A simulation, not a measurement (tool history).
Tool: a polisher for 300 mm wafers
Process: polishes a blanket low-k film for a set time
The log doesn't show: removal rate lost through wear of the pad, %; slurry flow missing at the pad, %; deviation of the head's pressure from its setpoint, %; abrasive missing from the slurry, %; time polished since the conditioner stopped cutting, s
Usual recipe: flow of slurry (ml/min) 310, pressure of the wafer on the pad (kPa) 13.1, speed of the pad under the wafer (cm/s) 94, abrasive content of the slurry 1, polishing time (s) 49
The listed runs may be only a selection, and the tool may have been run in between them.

run   hour  flow of slurry (ml/min)  pressure of the wafer on the pad (kPa)  speed of the pad under the wafer (cm/s)  abrasive content of the slurry  polishing time (s)  wafers since the last listed run  wafers polished on this pad  hours since the slurry nozzle was cleaned  hours since the head pressure was calibrated  hours since the slurry blender was calibrated  hours since the conditioning disc was replaced  incoming thickness of the incoming film, nm  film removed (nm)
  1      0                      310                                    13.1                                      108                               1                  38                                 0                          786                                      673.2                                         273.4                                          137.8                                           407.2                                        436.4               13.3
  2   19.7                      310                                    13.1                                       94                               1                  49                               133                          919                                      692.9                                         293.1                                          157.5                                           426.9                                        439.1               15.5
  3     51                      310                                    13.1                                       94                               1                  49                               211                         1131                                      724.2                                         324.4                                          188.8                                           458.2                                        446.3               15.6
      74.3  -- worn pad replaced by a new one
  4   82.7                      310                                     9.7                                       94                               1                  49                               187                           56                                      755.9                                         356.1                                          220.5                                           489.9                                          437               11.3
     100.8  -- conditioning disc replaced and pad reconditioned
  5  101.3                      310                                     9.7                                       94                               1                  49                               112                          168                                      774.5                                         374.7                                          239.1                                             0.5                                        439.5               11.4
     104.3  -- slurry nozzle cleaned
  6  118.3                      310                                     9.7                                       94                               1                  49                               108                          276                                         14                                         391.7                                          256.1                                            17.5                                        438.6               10.8
  7  148.1                      310                                    13.1                                       94                               1                  49                               201                          478                                       43.8                                         421.5                                          285.9                                            47.3                                        438.9               14.8
  8  169.1                      310                                    13.1                                       88                               1                  49                               141                          620                                       64.8                                         442.5                                          306.9                                            68.3                                          440               13.8
  9  187.1                      310                                    13.1                                       94                               1                  49                               121                          741                                       82.8                                         460.5                                          324.9                                            86.3                                        439.2               14.5
 10  218.7                      310                                     9.7                                       78                               1                  49                               213                          955                                      114.4                                         492.1                                          356.5                                           117.9                                        436.6                9.3
 11  243.7                      310                                       9                                      126                               1                  49                               168                         1124                                      139.4                                         517.1                                          381.5                                           142.9                                        433.1               12.5
 12  260.5                      310                                    13.1                                      108                             0.9                  49                               113                         1237                                      156.2                                         533.9                                          398.3                                           159.7                                        437.4               14.8
     276.5  -- worn pad replaced by a new one
     295.5  -- slurry blender recalibrated
 13    296                      250                                    13.1                                       94                               1                  55                               199                          118                                      191.7                                         569.4                                            0.5                                           195.2                                        440.4               15.3
     302.4  -- slurry nozzle cleaned, repeated, since the last time left the tool worse
 14  307.5                      310                                    13.1                                      108                               1                  38                                70                          189                                        5.1                                         580.9                                             12                                           206.7                                        444.7               13.7
 15  337.5                      345                                    13.1                                       94                               1                  38                               202                          391                                       35.1                                         610.9                                             42                                           236.7                                        437.2               12.4
     352.6  -- head pressure recalibrated
 16  355.8                      310                                    13.1                                       66                               1                  49                               110                          502                                       53.4                                           3.2                                           60.3                                             255                                        435.1                 12
 17  400.9                      310                                    13.1                                       94                            0.85                  49                               304                          806                                       98.5                                          48.3                                          105.4                                           300.1                                        432.9               13.9
 18  425.9                      310                                    13.1                                       94                             1.1                  53                               168                          975                                      123.5                                          73.3                                          130.4                                           325.1                                        441.6               18.2
     454.3  -- worn pad replaced by a new one
 19  461.5                      310                                    13.1                                       94                            0.75                  49                               213                           48                                      159.1                                         108.9                                            166                                           360.7                                        439.5               12.4
 20  491.2                      310                                    13.1                                       94                               1                  49                               200                          249                                      188.8                                         138.6                                          195.7                                           390.4                                        446.9               15.6
 21  524.9                      310                                    13.1                                       94                               1                  49                               227                          477                                      222.5                                         172.3                                          229.4                                           424.1                                        437.6               15.4
 22  554.6                      310                                    13.1                                       94                               1                  49                               200                          677                                      252.2                                           202                                          259.1                                           453.8                                        442.7                 16
     576.8  -- conditioning disc replaced and pad reconditioned
 23  577.2                      380                                    14.5                                       94                               1                  49                               139                          817                                      274.8                                         224.6                                          281.7                                             0.4                                        439.4               17.7
 24  601.6                      310                                    15.2                                       66                             0.9                  49                               164                          982                                      299.2                                           249                                          306.1                                            24.8                                        440.6               12.7
       618  -- worn pad replaced by a new one
 25  634.1                      245                                    13.1                                       94                               1                  49                               192                          109                                      331.7                                         281.5                                          338.6                                            57.3                                        438.5               15.1
 26  661.4                      310                                       9                                       94                             1.3                  49                               184                          293                                        359                                         308.8                                          365.9                                            84.6                                        432.9               12.4
 27  687.6                      310                                    13.1                                       94                               1                  49                               177                          470                                      385.2                                           335                                          392.1                                           110.8                                        441.5               15.6

Below, each run's measurement less what the same run would have read without the hidden state. Both values contain the same run-to-run variation, but the gauge's scatter may not be the same in both:
run  film removed (nm)
  1               -0.4
  2               -0.4
  3               -0.4
  4               -0.3
  5               -0.4
  6               -0.8
  7               -1.2
  8               -1.2
  9               -1.4
 10               -0.9
 11               -1.3
 12               -1.6
 13               -2.3
 14                 +0
 15                 +0
 16               -0.1
 17               -0.1
 18               -0.2
 19               -0.1
 20               -0.2
 21               -0.2
 22               -0.2
 23               -0.2
 24               -0.2
 25               -0.4
 26               -0.3
 27               -0.3
